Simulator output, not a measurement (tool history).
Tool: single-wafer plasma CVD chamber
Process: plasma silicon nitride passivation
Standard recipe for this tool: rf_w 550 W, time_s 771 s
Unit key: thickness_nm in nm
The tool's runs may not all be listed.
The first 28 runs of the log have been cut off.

| run | day | rf_w | time_s | wafers since the last listed run | hours since the last RF generator calibration | hours since the showerhead was replaced | hours since the gauge calibration | read-back reference wafer on the same gauge, thickness_nm | thickness_nm |
|---|---|---|---|---|---|---|---|---|---|
| 29 | 64.117 | 660 | 685 | 100 | 167.5 | 833.8 | 691.4 | 1269.577 | 1071.849 |
| 30 | 66.312 | 550 | 730 | 141 | 220.2 | 886.5 | 744.1 | 1270.351 | 1097.971 |
| 31 | 68.238 | 485 | 708 | 123 | 266.4 | 932.7 | 790.3 | 1269.621 | 1035.022 |
| 32 | 70.517 | 520 | 631 | 146 | 321.1 | 987.4 | 845 | 1270.696 | 944.201 |
| 33 | 73.188 | 475 | 882 | 171 | 385.2 | 1051.5 | 909.1 | 1269.631 | 1295.225 |
| 34 | 74.383 | 550 | 771 | 76 | 413.9 | 1080.2 | 937.8 | 1269.424 | 1157.716 |
| 35 | 76.458 | 580 | 676 | 133 | 463.7 | 1130 | 987.6 | 1270.904 | 1027.701 |
| 36 | 83.679 | 595 | 709 | 464 | 637 | 1303.3 | 1160.9 | 1270.75 | 1079.767 |
| 37 | 85.617 | 550 | 771 | 124 | 683.5 | 1349.8 | 1207.4 | 1269.225 | 1156.175 |
| 38 | 87.262 | 550 | 864 | 105 | 723 | 1389.3 | 1246.9 | 1269.083 | 1296.838 |
| 39 | 88.808 | 460 | 771 | 99 | 760.1 | 1426.4 | 1284 | 1270.526 | 1115.195 |
| 40 | 91.458 | 645 | 690 | 170 | 823.7 | 1490 | 1347.6 | 1270.914 | 1069.291 |
| 41 | 92.733 | 550 | 771 | 82 | 854.3 | 1520.6 | 1378.2 | 1268.959 | 1154.015 |
| 42 | 94.404 | 635 | 905 | 107 | 894.4 | 1560.7 | 1418.3 | 1269.839 | 1389.078 |

Branching from run 42: 5 alternative next runs. What would each branch give?
| A | 94.429 | 550 | 771 | 1 | 895 | 1561.3 | 1418.9 | ? | ? |
| B | 94.429 | 455 | 771 | 1 | 895 | 1561.3 | 1418.9 | ? | ? |
| C | 94.429 | 625 | 642 | 1 | 895 | 1561.3 | 1418.9 | ? | ? |
| D | 94.429 | 490 | 837 | 1 | 895 | 1561.3 | 1418.9 | ? | ? |
| E | 94.429 | 485 | 835 | 1 | 895 | 1561.3 | 1418.9 | ? | ? |

| run | read-back reference wafer on the same gauge, thickness_nm | thickness_nm |
|---|---|---|
| A | 1269.875 | 1149.107 |
| B | 1269.875 | 1106.327 |
| C | 1269.875 | 982.926 |
| D | 1269.875 | 1218.625 |
| E | 1269.875 | 1213.242 |
Without the tool's hidden state the same runs would have given:
| run | thickness_nm |
|---|---|
| A | 1158.383 |
| B | 1115.258 |
| C | 990.86 |
| D | 1228.462 |
| E | 1223.036 |
